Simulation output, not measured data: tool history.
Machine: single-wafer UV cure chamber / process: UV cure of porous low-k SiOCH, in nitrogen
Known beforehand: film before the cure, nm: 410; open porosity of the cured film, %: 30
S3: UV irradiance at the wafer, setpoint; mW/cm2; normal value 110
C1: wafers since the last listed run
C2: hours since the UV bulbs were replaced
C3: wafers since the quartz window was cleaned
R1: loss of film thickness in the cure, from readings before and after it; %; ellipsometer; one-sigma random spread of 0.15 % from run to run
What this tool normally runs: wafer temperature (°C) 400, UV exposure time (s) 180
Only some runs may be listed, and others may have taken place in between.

{"run": 1, "hour": 0.0, "wafer temperature (°C)": 400, "UV exposure time (s)": 180, "S3": 110, "C1": 0, "C2": 310.7, "C3": 2189, "R1": 13.212}
{"run": 2, "hour": 85.9, "wafer temperature (°C)": 400, "UV exposure time (s)": 180, "S3": 110, "C1": 496, "C2": 396.6, "C3": 2685, "R1": 13.013}
{"hour": 318.3, "done": "quartz window cleaned"}
{"run": 3, "hour": 332.2, "wafer temperature (°C)": 400, "UV exposure time (s)": 180, "S3": 110, "C1": 1376, "C2": 642.9, "C3": 80, "R1": 13.004}
{"run": 4, "hour": 420.7, "wafer temperature (°C)": 400, "UV exposure time (s)": 180, "S3": 110, "C1": 511, "C2": 731.4, "C3": 591, "R1": 12.781}
{"run": 5, "hour": 468.2, "wafer temperature (°C)": 400, "UV exposure time (s)": 180, "S3": 110, "C1": 274, "C2": 778.9, "C3": 865, "R1": 12.964}
{"hour": 537.0, "done": "UV bulbs replaced"}
{"run": 6, "hour": 560.8, "wafer temperature (°C)": 400, "UV exposure time (s)": 180, "S3": 110, "C1": 488, "C2": 23.8, "C3": 1353, "R1": 14.276}
{"run": 7, "hour": 645.8, "wafer temperature (°C)": 400, "UV exposure time (s)": 160, "S3": 96, "C1": 490, "C2": 108.8, "C3": 1844, "R1": 12.571}
{"run": 8, "hour": 715.5, "wafer temperature (°C)": 400, "UV exposure time (s)": 180, "S3": 110, "C1": 402, "C2": 178.5, "C3": 2247, "R1": 13.398}
{"run": 9, "hour": 791.9, "wafer temperature (°C)": 390, "UV exposure time (s)": 180, "S3": 100, "C1": 441, "C2": 254.9, "C3": 2688, "R1": 12.596}
{"run": 10, "hour": 833.5, "wafer temperature (°C)": 390, "UV exposure time (s)": 180, "S3": 100, "C1": 240, "C2": 296.5, "C3": 2928, "R1": 12.627}
{"run": 11, "hour": 894.3, "wafer temperature (°C)": 400, "UV exposure time (s)": 180, "S3": 110, "C1": 351, "C2": 357.3, "C3": 3279, "R1": 13.209}
{"run": 12, "hour": 965.2, "wafer temperature (°C)": 400, "UV exposure time (s)": 180, "S3": 110, "C1": 409, "C2": 428.2, "C3": 3689, "R1": 13.26}
{"run": 13, "hour": 1003.2, "wafer temperature (°C)": 400, "UV exposure time (s)": 180, "S3": 110, "C1": 219, "C2": 466.2, "C3": 3908, "R1": 13.017}
{"hour": 1081.9, "done": "quartz window cleaned"}
{"run": 14, "hour": 1082.4, "wafer temperature (°C)": 404, "UV exposure time (s)": 180, "S3": 94, "C1": 411, "C2": 545.4, "C3": 2, "R1": 12.059}
{"run": 15, "hour": 1175.8, "wafer temperature (°C)": 400, "UV exposure time (s)": 180, "S3": 110, "C1": 539, "C2": 638.8, "C3": 542, "R1": 12.949}
{"run": 16, "hour": 1213.8, "wafer temperature (°C)": 400, "UV exposure time (s)": 180, "S3": 110, "C1": 219, "C2": 676.8, "C3": 761, "R1": 12.744}
{"run": 17, "hour": 1321.3, "wafer temperature (°C)": 400, "UV exposure time (s)": 180, "S3": 110, "C1": 620, "C2": 784.3, "C3": 1382, "R1": 12.856}
{"run": 18, "hour": 1412.5, "wafer temperature (°C)": 400, "UV exposure time (s)": 180, "S3": 110, "C1": 526, "C2": 875.5, "C3": 1908, "R1": 12.7}
{"run": 19, "hour": 1476.8, "wafer temperature (°C)": 400, "UV exposure time (s)": 180, "S3": 110, "C1": 371, "C2": 939.8, "C3": 2280, "R1": 12.701}
{"hour": 1574.4, "done": "UV bulbs replaced"}
{"run": 20, "hour": 1575.3, "wafer temperature (°C)": 400, "UV exposure time (s)": 180, "S3": 110, "C1": 522, "C2": 0.9, "C3": 2802, "R1": 14.434}
{"run": 21, "hour": 1632.9, "wafer temperature (°C)": 400, "UV exposure time (s)": 180, "S3": 110, "C1": 332, "C2": 58.5, "C3": 3135, "R1": 13.842}
{"run": 22, "hour": 1680.4, "wafer temperature (°C)": 400, "UV exposure time (s)": 180, "S3": 110, "C1": 274, "C2": 106, "C3": 3409, "R1": 13.852}
{"run": 23, "hour": 1746.1, "wafer temperature (°C)": 400, "UV exposure time (s)": 180, "S3": 110, "C1": 379, "C2": 171.7, "C3": 3789, "R1": 13.459}

What will run 24 give?
{"run": 24, "hour": 1789.7, "wafer temperature (°C)": 390, "UV exposure time (s)": 105, "S3": 135, "C1": 251, "C2": 215.3, "C3": 4040, "R1": "?"}

Run 24 measured R1 11.165 %.
The same run, on a tool lacking any hidden state, would have yielded R1 12.134 %.
